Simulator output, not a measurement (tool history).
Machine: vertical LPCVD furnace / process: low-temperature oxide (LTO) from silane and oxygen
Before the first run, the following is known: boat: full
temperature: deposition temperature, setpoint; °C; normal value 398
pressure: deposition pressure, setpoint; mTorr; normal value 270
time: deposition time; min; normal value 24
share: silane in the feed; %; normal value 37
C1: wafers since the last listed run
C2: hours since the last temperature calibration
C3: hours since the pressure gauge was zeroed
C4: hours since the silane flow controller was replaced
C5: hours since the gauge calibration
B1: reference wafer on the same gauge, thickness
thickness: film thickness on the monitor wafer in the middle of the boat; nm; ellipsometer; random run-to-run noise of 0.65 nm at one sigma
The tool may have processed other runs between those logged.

{"run": 1, "hour": 0.0, "temperature": 398, "pressure": 270, "time": 24, "share": 37, "C1": 0, "C2": 4058.9, "C3": 2006.7, "C4": 6239.8, "C5": 554.8, "B1": 248.92, "thickness": 256.54}
{"run": 2, "hour": 30.0, "temperature": 398, "pressure": 300, "time": 24, "share": 37, "C1": 347, "C2": 4088.9, "C3": 2036.7, "C4": 6269.8, "C5": 584.8, "B1": 248.99, "thickness": 284.11}
{"run": 3, "hour": 47.0, "temperature": 398, "pressure": 300, "time": 24, "share": 37, "C1": 197, "C2": 4105.9, "C3": 2053.7, "C4": 6286.8, "C5": 601.8, "B1": 249.05, "thickness": 283.79}
{"run": 4, "hour": 76.4, "temperature": 398, "pressure": 315, "time": 24, "share": 37, "C1": 341, "C2": 4135.3, "C3": 2083.1, "C4": 6316.2, "C5": 631.2, "B1": 249.03, "thickness": 298.57}
{"run": 5, "hour": 90.7, "temperature": 398, "pressure": 270, "time": 17.5, "share": 43, "C1": 165, "C2": 4149.6, "C3": 2097.4, "C4": 6330.5, "C5": 645.5, "B1": 249, "thickness": 224.15}
{"run": 6, "hour": 111.7, "temperature": 398, "pressure": 270, "time": 17.5, "share": 43, "C1": 243, "C2": 4170.6, "C3": 2118.4, "C4": 6351.5, "C5": 666.5, "B1": 248.89, "thickness": 224.62}
{"hour": 124.4, "done": "gauge calibrated"}
{"run": 7, "hour": 131.9, "temperature": 398, "pressure": 270, "time": 17.5, "share": 43, "C1": 234, "C2": 4190.8, "C3": 2138.6, "C4": 6371.7, "C5": 7.5, "B1": 248.98, "thickness": 225.54}
{"run": 8, "hour": 145.0, "temperature": 398, "pressure": 270, "time": 31.5, "share": 37, "C1": 151, "C2": 4203.9, "C3": 2151.7, "C4": 6384.8, "C5": 20.6, "B1": 249.07, "thickness": 337.98}
{"run": 9, "hour": 160.8, "temperature": 398, "pressure": 270, "time": 24, "share": 32, "C1": 183, "C2": 4219.7, "C3": 2167.5, "C4": 6400.6, "C5": 36.4, "B1": 248.85, "thickness": 210.95}
{"run": 10, "hour": 187.4, "temperature": 398, "pressure": 235, "time": 29.5, "share": 37, "C1": 308, "C2": 4246.3, "C3": 2194.1, "C4": 6427.2, "C5": 63, "B1": 248.99, "thickness": 277.17}
{"hour": 231.7, "done": "pressure gauge zeroed"}
{"run": 11, "hour": 286.5, "temperature": 398, "pressure": 270, "time": 29.5, "share": 33, "C1": 871, "C2": 4345.4, "C3": 54.8, "C4": 6526.3, "C5": 162.1, "B1": 249, "thickness": 262.11}
{"run": 12, "hour": 312.4, "temperature": 398, "pressure": 270, "time": 24, "share": 37, "C1": 300, "C2": 4371.3, "C3": 80.7, "C4": 6552.2, "C5": 188, "B1": 248.86, "thickness": 249.58}
{"run": 13, "hour": 332.8, "temperature": 398, "pressure": 270, "time": 24, "share": 37, "C1": 236, "C2": 4391.7, "C3": 101.1, "C4": 6572.6, "C5": 208.4, "B1": 248.97, "thickness": 248.55}
{"run": 14, "hour": 357.4, "temperature": 398, "pressure": 270, "time": 24, "share": 37, "C1": 285, "C2": 4416.3, "C3": 125.7, "C4": 6597.2, "C5": 233, "B1": 249.06, "thickness": 248.4}
{"run": 15, "hour": 380.3, "temperature": 398, "pressure": 270, "time": 24, "share": 37, "C1": 265, "C2": 4439.2, "C3": 148.6, "C4": 6620.1, "C5": 255.9, "B1": 249.03, "thickness": 249.68}
{"run": 16, "hour": 403.1, "temperature": 398, "pressure": 270, "time": 17.5, "share": 37, "C1": 264, "C2": 4462, "C3": 171.4, "C4": 6642.9, "C5": 278.7, "B1": 249.17, "thickness": 181.51}
{"hour": 436.3, "done": "thermocouples replaced and temperature profile calibrated"}
{"run": 17, "hour": 436.8, "temperature": 398, "pressure": 270, "time": 24, "share": 44, "C1": 112, "C2": 0.5, "C3": 205.1, "C4": 6676.6, "C5": 312.4, "B1": 249.11, "thickness": 306.08}
{"run": 18, "hour": 440.5, "temperature": 398, "pressure": 270, "time": 24, "share": 37, "C1": 42, "C2": 4.2, "C3": 208.8, "C4": 6680.3, "C5": 316.1, "B1": 248.98, "thickness": 248.76}
{"hour": 476.3, "done": "silane flow controller replaced"}
{"run": 19, "hour": 476.8, "temperature": 398, "pressure": 270, "time": 24, "share": 37, "C1": 142, "C2": 40.5, "C3": 245.1, "C4": 0.5, "C5": 352.4, "B1": 249.07, "thickness": 250.59}
{"run": 20, "hour": 499.4, "temperature": 398, "pressure": 270, "time": 29.5, "share": 37, "C1": 262, "C2": 63.1, "C3": 267.7, "C4": 23.1, "C5": 375, "B1": 249.05, "thickness": 307.07}
{"run": 21, "hour": 516.8, "temperature": 387, "pressure": 270, "time": 28.5, "share": 37, "C1": 201, "C2": 80.5, "C3": 285.1, "C4": 40.5, "C5": 392.4, "B1": 249.02, "thickness": 261.09}
{"run": 22, "hour": 551.6, "temperature": 398, "pressure": 270, "time": 24, "share": 31, "C1": 403, "C2": 115.3, "C3": 319.9, "C4": 75.3, "C5": 427.2, "B1": 249.2, "thickness": 195.14}
{"run": 23, "hour": 564.6, "temperature": 392, "pressure": 270, "time": 24, "share": 44, "C1": 150, "C2": 128.3, "C3": 332.9, "C4": 88.3, "C5": 440.2, "B1": 249.05, "thickness": 286.85}
{"run": 24, "hour": 594.7, "temperature": 398, "pressure": 270, "time": 24, "share": 37, "C1": 349, "C2": 158.4, "C3": 363, "C4": 118.4, "C5": 470.3, "B1": 248.91, "thickness": 249.29}
{"run": 25, "hour": 619.9, "temperature": 392, "pressure": 295, "time": 30.5, "share": 43, "C1": 292, "C2": 183.6, "C3": 388.2, "C4": 143.6, "C5": 495.5, "B1": 249.01, "thickness": 387.44}
{"run": 26, "hour": 649.6, "temperature": 386, "pressure": 270, "time": 26.5, "share": 37, "C1": 344, "C2": 213.3, "C3": 417.9, "C4": 173.3, "C5": 525.2, "B1": 248.99, "thickness": 238.83}
{"run": 27, "hour": 669.7, "temperature": 386, "pressure": 270, "time": 33, "share": 37, "C1": 233, "C2": 233.4, "C3": 438, "C4": 193.4, "C5": 545.3, "B1": 249.13, "thickness": 297.55}
{"run": 28, "hour": 707.6, "temperature": 398, "pressure": 245, "time": 29, "share": 37, "C1": 439, "C2": 271.3, "C3": 475.9, "C4": 231.3, "C5": 583.2, "B1": 248.93, "thickness": 273.45}
{"run": 29, "hour": 728.0, "temperature": 392, "pressure": 270, "time": 26.5, "share": 37, "C1": 236, "C2": 291.7, "C3": 496.3, "C4": 251.7, "C5": 603.6, "B1": 248.95, "thickness": 256.73}
{"run": 30, "hour": 757.3, "temperature": 398, "pressure": 270, "time": 24, "share": 37, "C1": 339, "C2": 321, "C3": 525.6, "C4": 281, "C5": 632.9, "B1": 249.07, "thickness": 248.57}
{"run": 31, "hour": 775.5, "temperature": 398, "pressure": 270, "time": 24, "share": 37, "C1": 211, "C2": 339.2, "C3": 543.8, "C4": 299.2, "C5": 651.1, "B1": 249.04, "thickness": 249.67}

Hidden state, per run?
true tube temperature minus thermocouple reading, K: 0, the same for each run
deviation of the silane flow from its setpoint, %: 0, the same for each run
gauge reads high (%): 0, the same for each run
H1: true pressure minus gauge reading, mTorr
run=1 H1=8.74
run=2 H1=8.99
run=3 H1=9.13
run=4 H1=9.38
run=5 H1=9.5
run=6 H1=9.69
run=7 H1=9.86
run=8 H1=9.98
run=9 H1=10.1
run=10 H1=10.4
run=11 H1=1.02
run=12 H1=1.02
run=13 H1=1.03
run=14 H1=1.04
run=15 H1=1.06
run=16 H1=1.07
run=17 H1=1.1
run=18 H1=1.1
run=19 H1=1.13
run=20 H1=1.16
run=21 H1=1.18
run=22 H1=1.22
run=23 H1=1.24
run=24 H1=1.28
run=25 H1=1.32
run=26 H1=1.37
run=27 H1=1.41
run=28 H1=1.48
run=29 H1=1.52
run=30 H1=1.58
run=31 H1=1.62
